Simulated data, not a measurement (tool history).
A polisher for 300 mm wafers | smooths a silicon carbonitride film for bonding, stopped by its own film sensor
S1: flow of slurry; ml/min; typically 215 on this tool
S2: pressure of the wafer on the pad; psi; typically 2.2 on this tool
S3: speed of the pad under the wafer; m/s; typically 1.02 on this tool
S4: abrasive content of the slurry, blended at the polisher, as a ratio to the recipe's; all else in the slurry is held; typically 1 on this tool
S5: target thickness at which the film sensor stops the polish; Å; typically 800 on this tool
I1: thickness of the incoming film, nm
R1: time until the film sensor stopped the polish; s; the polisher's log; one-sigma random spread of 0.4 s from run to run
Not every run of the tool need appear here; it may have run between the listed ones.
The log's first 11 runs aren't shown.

run,hour,S1,S2,S3,S4,S5,I1,R1
# hour 205.6: head pressure recalibrated
12,218.3,215,2.2,1.02,1,780,88.9,35.2
13,246.6,215,2.2,1.02,1,800,89.2,29.6
14,265.6,215,2.2,0.84,1,800,89.4,33
15,280,265,2.2,1.14,1,800,90.8,32.9
# hour 293.8: worn pad replaced by a new one
# hour 315: slurry blender recalibrated
16,315.5,215,2.2,0.84,1,800,89.9,33.4
17,335.5,215,2.7,1.02,1,790,90,30.3
18,368.1,215,2.2,0.74,1,800,88.3,30.6
19,386.4,165,2.4,0.7,1.1,800,89.7,35.6
20,407.1,215,1.6,1.02,1,800,90.6,42.1
21,429.8,255,2.2,1.24,1,820,90.1,24.7
# hour 434.3: worn pad replaced by a new one
22,448.4,215,2.2,1.02,0.75,800,90,35.6

Run 23 comes next. What will it give?
23,473.4,215,2.9,1.02,1,770,90.5,?

For run 23 the tool returned R1 35.1 s.
Minus the tool's unlogged condition, the same run would have read R1 33.8 s.
